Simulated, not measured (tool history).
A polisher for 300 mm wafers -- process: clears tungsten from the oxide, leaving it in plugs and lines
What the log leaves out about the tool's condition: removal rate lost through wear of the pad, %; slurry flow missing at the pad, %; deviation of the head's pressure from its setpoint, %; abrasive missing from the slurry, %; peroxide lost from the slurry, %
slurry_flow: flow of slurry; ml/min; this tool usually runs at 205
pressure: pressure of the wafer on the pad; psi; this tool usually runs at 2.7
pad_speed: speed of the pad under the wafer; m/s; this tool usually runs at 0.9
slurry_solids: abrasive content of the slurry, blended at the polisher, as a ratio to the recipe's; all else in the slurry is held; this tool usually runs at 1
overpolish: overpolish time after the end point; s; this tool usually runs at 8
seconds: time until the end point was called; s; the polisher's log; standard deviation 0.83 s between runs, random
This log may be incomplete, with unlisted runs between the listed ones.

| run | hour | slurry_flow | pressure | pad_speed | slurry_solids | overpolish | wafers since the last listed run | wafers polished on this pad | hours since the slurry nozzle was cleaned | hours since the head pressure was calibrated | hours since the slurry blender was calibrated | hours since the slurry got fresh peroxide | incoming thickness of the incoming film, nm | seconds |
|---|---|---|---|---|---|---|---|---|---|---|---|---|---|---|
| 1 | 0 | 205 | 2.7 | 0.9 | 1 | 8 | 0 | 1039 | 189.1 | 44.4 | 82.2 | 492.6 | 265.4 | 73.3 |
|  | 63.3 | slurry tank refilled with fresh slurry and peroxide |
| 2 | 64.1 | 205 | 2.7 | 0.9 | 1 | 8 | 471 | 1511 | 253.2 | 108.5 | 146.3 | 0.8 | 262.9 | 70.4 |
| 3 | 91.9 | 205 | 2.7 | 0.9 | 1 | 8 | 207 | 1718 | 281 | 136.3 | 174.1 | 28.6 | 270.9 | 73.6 |
| 4 | 127 | 205 | 2.7 | 0.9 | 1 | 8 | 262 | 1981 | 316.1 | 171.4 | 209.2 | 63.7 | 262.4 | 72.1 |
| 5 | 161.9 | 205 | 2.1 | 0.66 | 1.2 | 9 | 260 | 2242 | 351 | 206.3 | 244.1 | 98.6 | 268 | 110.7 |
| 6 | 219.3 | 175 | 2.7 | 0.9 | 1.25 | 8 | 429 | 2671 | 408.4 | 263.7 | 301.5 | 156 | 267.1 | 69.5 |
| 7 | 300.1 | 205 | 2.7 | 0.9 | 1 | 8 | 603 | 3275 | 489.2 | 344.5 | 382.3 | 236.8 | 268.6 | 78.2 |
|  | 344.9 | slurry blender recalibrated |
|  | 352.4 | worn pad replaced by a new one |
| 8 | 352.9 | 150 | 2 | 0.9 | 0.85 | 8 | 349 | 3 | 542 | 397.3 | 8 | 289.6 | 270.4 | 101.4 |
|  | 375.7 | slurry nozzle cleaned |
| 9 | 414.1 | 205 | 2.7 | 0.9 | 1 | 8 | 450 | 453 | 38.4 | 458.5 | 69.2 | 350.8 | 261.5 | 71.2 |
| 10 | 478.5 | 205 | 2.7 | 1.04 | 1.2 | 8 | 481 | 935 | 102.8 | 522.9 | 133.6 | 415.2 | 265.6 | 58.2 |
|  | 527.9 | slurry tank refilled with fresh slurry and peroxide |
| 11 | 547.4 | 240 | 2.7 | 0.9 | 0.85 | 8 | 507 | 1442 | 171.7 | 591.8 | 202.5 | 19.5 | 267.9 | 78.1 |
| 12 | 752.9 | 205 | 2.7 | 0.9 | 1 | 8 | 1536 | 2978 | 377.2 | 797.3 | 408 | 225 | 259.8 | 76.5 |
| 13 | 809.2 | 205 | 2.7 | 0.9 | 1 | 8 | 420 | 3399 | 433.5 | 853.6 | 464.3 | 281.3 | 260.7 | 77.8 |
|  | 855.4 | worn pad replaced by a new one |
| 14 | 879.9 | 175 | 2.7 | 1.02 | 1 | 8 | 498 | 183 | 504.2 | 924.3 | 535 | 352 | 266.4 | 77.2 |
|  | 882.4 | slurry blender recalibrated |
|  | 895.8 | head pressure recalibrated |
| 15 | 915.2 | 205 | 2.7 | 0.9 | 1.1 | 8 | 233 | 417 | 539.5 | 19.4 | 32.8 | 387.3 | 260.7 | 67.3 |
|  | 962.4 | slurry nozzle cleaned |
| 16 | 969.6 | 245 | 2.3 | 0.9 | 1.1 | 8 | 399 | 816 | 7.2 | 73.8 | 87.2 | 441.7 | 262.3 | 72.9 |
|  | 1035.1 | slurry tank refilled with fresh slurry and peroxide |
| 17 | 1041.6 | 205 | 2.7 | 0.9 | 1.1 | 12 | 530 | 1347 | 79.2 | 145.8 | 159.2 | 6.5 | 265.1 | 70 |
| 18 | 1074.8 | 205 | 2.7 | 1.16 | 1 | 8 | 248 | 1595 | 112.4 | 179 | 192.4 | 39.7 | 263.9 | 55.8 |
| 19 | 1106.3 | 260 | 2.7 | 0.98 | 1 | 13 | 235 | 1830 | 143.9 | 210.5 | 223.9 | 71.2 | 267.9 | 65.3 |
| 20 | 1172.4 | 155 | 3.4 | 0.9 | 1.25 | 6 | 494 | 2325 | 210 | 276.6 | 290 | 137.3 | 266.9 | 61.2 |
| 21 | 1211.7 | 205 | 2.7 | 0.64 | 1.25 | 8 | 293 | 2618 | 249.3 | 315.9 | 329.3 | 176.6 | 262.4 | 97.9 |
| 22 | 1279.1 | 205 | 2.7 | 0.9 | 1 | 8 | 503 | 3122 | 316.7 | 383.3 | 396.7 | 244 | 265.6 | 75.4 |
| 23 | 1329.1 | 205 | 2.7 | 0.9 | 1 | 8 | 373 | 3496 | 366.7 | 433.3 | 446.7 | 294 | 269.1 | 81.6 |
|  | 1356.5 | slurry blender recalibrated |
|  | 1367.9 | worn pad replaced by a new one |
| 24 | 1397.5 | 205 | 2.7 | 0.9 | 1 | 8 | 466 | 221 | 435.1 | 501.7 | 41 | 362.4 | 262.8 | 70.5 |
| 25 | 1461.7 | 145 | 2.7 | 0.9 | 1 | 8 | 479 | 701 | 499.3 | 565.9 | 105.2 | 426.6 | 267.1 | 76.5 |
| 26 | 1509.1 | 205 | 2.7 | 0.9 | 0.9 | 10 | 354 | 1055 | 546.7 | 613.3 | 152.6 | 474 | 265.5 | 74.3 |
|  | 1554.6 | slurry tank refilled with fresh slurry and peroxide |
| 27 | 1567.8 | 205 | 2.7 | 0.9 | 1 | 8 | 431 | 1486 | 605.4 | 672 | 211.3 | 13.2 | 265.7 | 72.9 |

A few steps of seconds between consecutive runs. Split each: what settings, incoming material and random variation would produce without the hidden state, and what is left over for the hidden state, along with gauge scatter present in only one of the two compared results (measured, and without hidden state):
Run 4 -> 5: pressure 2.7 -> 2.1, pad_speed 0.9 -> 0.66, slurry_solids 1 -> 1.2, overpolish 8 -> 9. seconds +38.6 s: hidden state +2, all else +36.6.
Run 5 -> 6: slurry_flow 205 -> 175, pressure 2.1 -> 2.7, pad_speed 0.66 -> 0.9, slurry_solids 1.2 -> 1.25, overpolish 9 -> 8. seconds -41.2 s: hidden state -0.4, all else -40.8.
Run 14 -> 15: slurry_flow 175 -> 205, pad_speed 1.02 -> 0.9, slurry_solids 1 -> 1.1, slurry blender recalibrated, head pressure recalibrated. seconds -9.9 s: hidden state -11.4, all else +1.5.
Run 23 -> 24: slurry blender recalibrated, worn pad replaced by a new one. seconds -11.1 s: hidden state -8, all else -3.1.
